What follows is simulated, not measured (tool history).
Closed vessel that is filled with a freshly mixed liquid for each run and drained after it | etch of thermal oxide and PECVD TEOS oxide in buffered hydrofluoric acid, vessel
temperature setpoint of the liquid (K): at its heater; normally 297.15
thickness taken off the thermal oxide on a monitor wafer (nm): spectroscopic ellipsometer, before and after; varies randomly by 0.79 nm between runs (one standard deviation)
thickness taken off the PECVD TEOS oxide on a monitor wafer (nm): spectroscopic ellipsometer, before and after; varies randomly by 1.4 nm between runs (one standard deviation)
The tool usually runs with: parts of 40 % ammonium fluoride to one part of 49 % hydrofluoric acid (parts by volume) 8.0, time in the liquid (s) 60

run    hour  temperature setpoint of the liquid (K)  parts of 40 % ammonium fluoride to one part of 49 % hydrofluoric acid (parts by volume)  time in the liquid (s)  wafers since the last listed run  hours since the thermometer was replaced  hours since the hydrofluoric acid flow meter was replaced  hours since the gauge calibration  read-back film thickness of the thermal oxide reference wafer, read on the same gauge (nm)  read-back film thickness of the PECVD TEOS oxide reference wafer, read on the same gauge (nm)  thickness taken off the thermal oxide on a monitor wafer (nm)  thickness taken off the PECVD TEOS oxide on a monitor wafer (nm)
  1     0.0                                  299.65                                                                                      8.0                      60                                 0                                     309.9                                                      457.9                             1678.2                                                                                       49.99                                                                                          80.00                                                         105.70                                                            228.84
  2    60.7                                  297.15                                                                                      6.5                      60                              4505                                     370.6                                                      518.6                             1738.9                                                                                       50.00                                                                                          80.03                                                         110.31                                                            242.41
  3    92.1                                  295.15                                                                                      5.5                      45                              2330                                     402.0                                                      550.0                             1770.3                                                                                       49.97                                                                                          80.00                                                          86.99                                                            189.90
  4   160.4                                  299.15                                                                                      5.0                      45                              5069                                     470.3                                                      618.3                             1838.6                                                                                       49.97                                                                                          80.01                                                         120.26                                                            256.94
  5   224.8                                  297.15                                                                                      8.0                      60                              4780                                     534.7                                                      682.7                             1903.0                                                                                       50.00                                                                                          79.99                                                          93.10                                                            205.80
  6   290.6                                  297.15                                                                                      6.0                      75                              4884                                     600.5                                                      748.5                             1968.8                                                                                       50.00                                                                                          80.02                                                         154.09                                                            335.80
  7   364.8                                  297.15                                                                                      8.0                      60                              5507                                     674.7                                                      822.7                             2043.0                                                                                       50.05                                                                                          79.97                                                          94.84                                                            207.36
      424.8  -- gauge calibrated
  8   425.6                                  292.15                                                                                      8.0                      60                              4513                                     735.5                                                      883.5                                0.8                                                                                       49.98                                                                                          80.00                                                          71.96                                                            158.12
  9   476.4                                  301.65                                                                                      8.0                      60                              3770                                     786.3                                                      934.3                               51.6                                                                                       49.99                                                                                          80.00                                                         120.70                                                            265.63
 10   537.1                                  294.65                                                                                      8.0                      60                              4505                                     847.0                                                      995.0                              112.3                                                                                       49.99                                                                                          79.98                                                          83.64                                                            185.06
 11   578.7                                  297.15                                                                                      6.5                      50                              3087                                     888.6                                                     1036.6                              153.9                                                                                       50.01                                                                                          80.00                                                          96.39                                                            213.06
 12   620.2                                  294.15                                                                                      8.0                      80                              3080                                     930.1                                                     1078.1                              195.4                                                                                       49.96                                                                                          80.02                                                         110.83                                                            240.75
 13   656.0                                  293.65                                                                                     10.5                      40                              2657                                     965.9                                                     1113.9                              231.2                                                                                       49.99                                                                                          79.98                                                          41.32                                                             90.79
 14   720.3                                  293.15                                                                                      8.0                      35                              4773                                    1030.2                                                     1178.2                              295.5                                                                                       49.95                                                                                          80.00                                                          45.72                                                             99.76
 15   759.9                                  297.15                                                                                      6.5                      60                              2939                                    1069.8                                                     1217.8                              335.1                                                                                       49.97                                                                                          79.99                                                         119.95                                                            260.10
 16   816.7                                  297.15                                                                                      8.0                      70                              4216                                    1126.6                                                     1274.6                              391.9                                                                                       49.99                                                                                          80.00                                                         115.84                                                            251.55
 17   877.1                                  297.15                                                                                      8.0                      60                              4483                                    1187.0                                                     1335.0                              452.3                                                                                       50.06                                                                                          79.99                                                         100.19                                                            217.22
 18   902.9                                  294.15                                                                                      8.0                      60                              1915                                    1212.8                                                     1360.8                              478.1                                                                                       49.98                                                                                          79.97                                                          84.51                                                            185.87
      928.9  -- hydrofluoric acid flow meter replaced
 19   952.4                                  301.15                                                                                      8.0                      45                              3600                                    1262.3                                                       23.5                              527.6                                                                                       50.06                                                                                          79.98                                                          82.33                                                            179.84
 20   994.6                                  295.65                                                                                      7.0                      90                              3132                                    1304.5                                                       65.7                              569.8                                                                                       50.00                                                                                          80.02                                                         143.23                                                            312.70
 21  1039.8                                  297.15                                                                                      6.0                      35                              3355                                    1349.7                                                      110.9                              615.0                                                                                       50.01                                                                                          79.97                                                          68.66                                                            151.37
 22  1101.7                                  295.65                                                                                      9.5                      30                              4594                                    1411.6                                                      172.8                              676.9                                                                                       49.97                                                                                          80.01                                                          35.46                                                             76.79
 23  1129.2                                  301.15                                                                                      7.0                      45                              2041                                    1439.1                                                      200.3                              704.4                                                                                       50.00                                                                                          79.99                                                          96.72                                                            211.80
     1149.3  -- thermometer replaced
 24  1163.7                                  297.15                                                                                      8.0                      60                              2486                                      14.4                                                      234.8                              738.9                                                                                       50.01                                                                                          79.97                                                          88.44                                                            193.15
 25  1219.1                                  297.15                                                                                      8.0                      85                              4112                                      69.8                                                      290.2                              794.3                                                                                       50.03                                                                                          80.00                                                         125.23                                                            274.53

Had the tool no unlogged condition, and each run kept its random variation, what would the results have been?
The tool's hidden condition here consists of: liquid hotter than its thermometer reads (K); hydrofluoric acid flow above the setpoint (%); gauge reads high (%).
run  thickness taken off the thermal oxide on a monitor wafer (nm)  thickness taken off the PECVD TEOS oxide on a monitor wafer (nm)
  1                                                          99.77                                                            216.00
  2                                                         104.57                                                            229.79
  3                                                          82.34                                                            179.74
  4                                                         112.65                                                            240.70
  5                                                          85.97                                                            190.03
  6                                                         143.53                                                            312.79
  7                                                          86.41                                                            188.93
  8                                                          65.12                                                            143.08
  9                                                         108.87                                                            239.60
 10                                                          74.91                                                            165.75
 11                                                          87.59                                                            193.61
 12                                                          98.46                                                            213.87
 13                                                          37.45                                                             82.28
 14                                                          40.23                                                             87.79
 15                                                         107.45                                                            232.99
 16                                                         101.12                                                            219.57
 17                                                          86.95                                                            188.51
 18                                                          73.12                                                            160.82
 19                                                          79.35                                                            173.31
 20                                                         137.52                                                            300.23
 21                                                          65.72                                                            144.87
 22                                                          33.86                                                             73.32
 23                                                          91.93                                                            201.31
 24                                                          86.43                                                            188.76
 25                                                         121.75                                                            266.90
